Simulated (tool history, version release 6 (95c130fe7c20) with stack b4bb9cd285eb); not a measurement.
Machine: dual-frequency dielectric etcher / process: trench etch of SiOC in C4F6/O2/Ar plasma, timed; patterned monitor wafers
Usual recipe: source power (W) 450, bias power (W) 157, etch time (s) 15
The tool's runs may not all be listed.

run,hour,source power (W),bias power (W),etch time (s),"read-back reference wafer on the same gauge, depth_nm",mean etch depth across the wafer (Å)
1,0,450,157,15,32.65,306.8
2,33,450,157,15,32.61,304.6
# hour 86.5: wet clean of the chamber
3,87,380,169,15,32.58,294.2
4,93.4,380,157,12.5,32.6,238.5
5,164,380,157,12.5,32.61,236.2
6,205.9,480,157,15,32.59,315.2
7,240.4,450,142,15,32.6,293.5
8,298,450,142,15,32.6,294.9
9,327.8,450,129,15,32.59,282.6
10,358.1,450,129,15,32.61,282.3
11,426.2,450,129,15,32.58,283.2
# hour 460: wet clean of the chamber
# hour 462.5: source power generator calibrated
12,473.1,510,157,19.5,32.58,419.6
13,583.9,450,157,15,32.57,306
# hour 612.8: gauge calibrated
# hour 630: bias power generator calibrated
14,637,450,157,12,32.63,245
15,669.6,530,157,15,32.6,328.6
16,832.2,510,168,12,32.6,267.1
# hour 876.6: wet clean of the chamber
# hour 880.6: upper electrode replaced
17,885.9,510,157,15,32.6,320.2
18,934.2,480,157,15,32.59,317.7
19,984.4,540,173,13,32.62,299
20,1048.6,450,187,15,32.64,328
21,1122.5,450,157,15,32.59,304.5
22,1181.6,360,183,19,32.6,371.3
# hour 1220.1: wet clean of the chamber
23,1243.1,550,190,11,32.61,263.5

4 ways to go on from here, each from the tool as it stands after run 23. What would each give?
A,1243.5,450,173,15,?,?
B,1243.5,550,146,19,?,?
C,1243.5,380,123,17,?,?
D,1243.5,450,188,18,?,?

run,"read-back reference wafer on the same gauge, depth_nm",mean etch depth across the wafer (Å)
A,32.61,320.3
B,32.61,414.7
C,32.61,294.7
D,32.61,397
Without the tool's unlogged condition, the same runs would have read:
run,mean etch depth across the wafer (Å)
A,320.3
B,414.7
C,294.7
D,397
